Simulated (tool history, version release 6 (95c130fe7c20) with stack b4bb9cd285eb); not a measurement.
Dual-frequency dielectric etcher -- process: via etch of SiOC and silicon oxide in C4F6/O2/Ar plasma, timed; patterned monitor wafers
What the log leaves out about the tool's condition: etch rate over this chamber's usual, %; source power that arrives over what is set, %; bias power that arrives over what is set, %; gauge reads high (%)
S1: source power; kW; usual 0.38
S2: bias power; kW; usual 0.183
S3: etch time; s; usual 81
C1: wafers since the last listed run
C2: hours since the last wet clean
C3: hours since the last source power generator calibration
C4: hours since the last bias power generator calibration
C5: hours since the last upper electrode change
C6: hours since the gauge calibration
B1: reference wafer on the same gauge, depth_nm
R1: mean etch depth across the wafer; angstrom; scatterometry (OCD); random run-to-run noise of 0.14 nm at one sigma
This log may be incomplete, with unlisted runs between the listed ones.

run	hour	S1	S2	S3	C1	C2	C3	C4	C5	C6	B1	R1
1	0	0.46	0.183	81	0	59.6	2167.6	1932.7	3005.1	748.6	93.4	998
2	13.9	0.38	0.183	81	101	73.5	2181.5	1946.6	3019	762.5	93.3	955
3	36.9	0.38	0.183	81	168	96.5	2204.5	1969.6	3042	785.5	93.4	955
4	50.5	0.38	0.183	81	99	110.1	2218.1	1983.2	3055.6	799.1	93.4	958
5	75	0.41	0.183	81	179	134.6	2242.6	2007.7	3080.1	823.6	93.4	971
6	87.4	0.41	0.183	81	90	147	2255	2020.1	3092.5	836	93.4	969
7	120.5	0.38	0.183	81	241	180.1	2288.1	2053.2	3125.6	869.1	93.4	950
8	133.6	0.38	0.183	81	95	193.2	2301.2	2066.3	3138.7	882.2	93.4	951
9	159.3	0.38	0.183	81	187	218.9	2326.9	2092	3164.4	907.9	93.4	949
10	179.2	0.38	0.195	62.5	145	238.8	2346.8	2111.9	3184.3	927.8	93.3	750
# hour 187.4: bias power generator calibrated
11	201.6	0.35	0.163	62	134	261.2	2369.2	14.2	3206.7	950.2	93.4	675
12	226.1	0.46	0.183	81	179	285.7	2393.7	38.7	3231.2	974.7	93.4	978
# hour 252.9: wet clean of the chamber
13	253.4	0.33	0.171	72	24	0.5	2421	66	3258.5	1002	93.5	796
14	278.9	0.38	0.183	81	186	26	2446.5	91.5	3284	1027.5	93.3	943
15	300.9	0.35	0.227	91	160	48	2468.5	113.5	3306	1049.5	93.4	1122
# hour 307.1: gauge calibrated
16	332	0.38	0.205	70	227	79.1	2499.6	144.6	3337.1	24.9	93.4	847
# hour 377.8: upper electrode replaced
# hour 382: source power generator calibrated
17	382.5	0.38	0.183	81	164	129.6	0.5	195.1	4.7	75.4	93.4	942
18	388.4	0.38	0.183	81	43	135.5	6.4	201	10.6	81.3	93.4	942
19	401.8	0.38	0.198	81	97	148.9	19.8	214.4	24	94.7	93.4	966
20	414.1	0.38	0.183	81	89	161.2	32.1	226.7	36.3	107	93.4	941
21	442.4	0.38	0.183	105	206	189.5	60.4	255	64.6	135.3	93.4	1220
22	470.9	0.43	0.183	81	208	218	88.9	283.5	93.1	163.8	93.4	967
23	498.5	0.38	0.183	90.5	201	245.6	116.5	311.1	120.7	191.4	93.5	1053
24	530.7	0.3	0.14	93.5	235	277.8	148.7	343.3	152.9	223.6	93.5	942
25	589.1	0.38	0.138	81	426	336.2	207.1	401.7	211.3	282	93.4	855
26	606.4	0.38	0.142	94	126	353.5	224.4	419	228.6	299.3	93.4	1002
# hour 646.4: wet clean of the chamber
27	646.9	0.38	0.183	81	120	0.5	264.9	459.5	269.1	339.8	93.4	948
28	647.2	0.38	0.183	81	2	0.8	265.2	459.8	269.4	340.1	93.4	948
29	675.5	0.38	0.215	81	206	29.1	293.5	488.1	297.7	368.4	93.5	1002

Predict each of these 5 candidate next runs independently; none follows another, all start after run 29:
A	675.9	0.31	0.183	81	2	29.5	293.9	488.5	298.1	368.8	?	?
B	675.9	0.33	0.216	102.5	2	29.5	293.9	488.5	298.1	368.8	?	?
C	675.9	0.38	0.183	66	2	29.5	293.9	488.5	298.1	368.8	?	?
D	675.9	0.35	0.224	61.5	2	29.5	293.9	488.5	298.1	368.8	?	?
E	675.9	0.3	0.157	90	2	29.5	293.9	488.5	298.1	368.8	?	?

run	B1	R1
A	93.4	909
B	93.4	1234
C	93.4	774
D	93.4	759
E	93.4	953
With no hidden state in the tool, these same runs would have given:
run	R1
A	900
B	1221
C	766
D	751
E	944
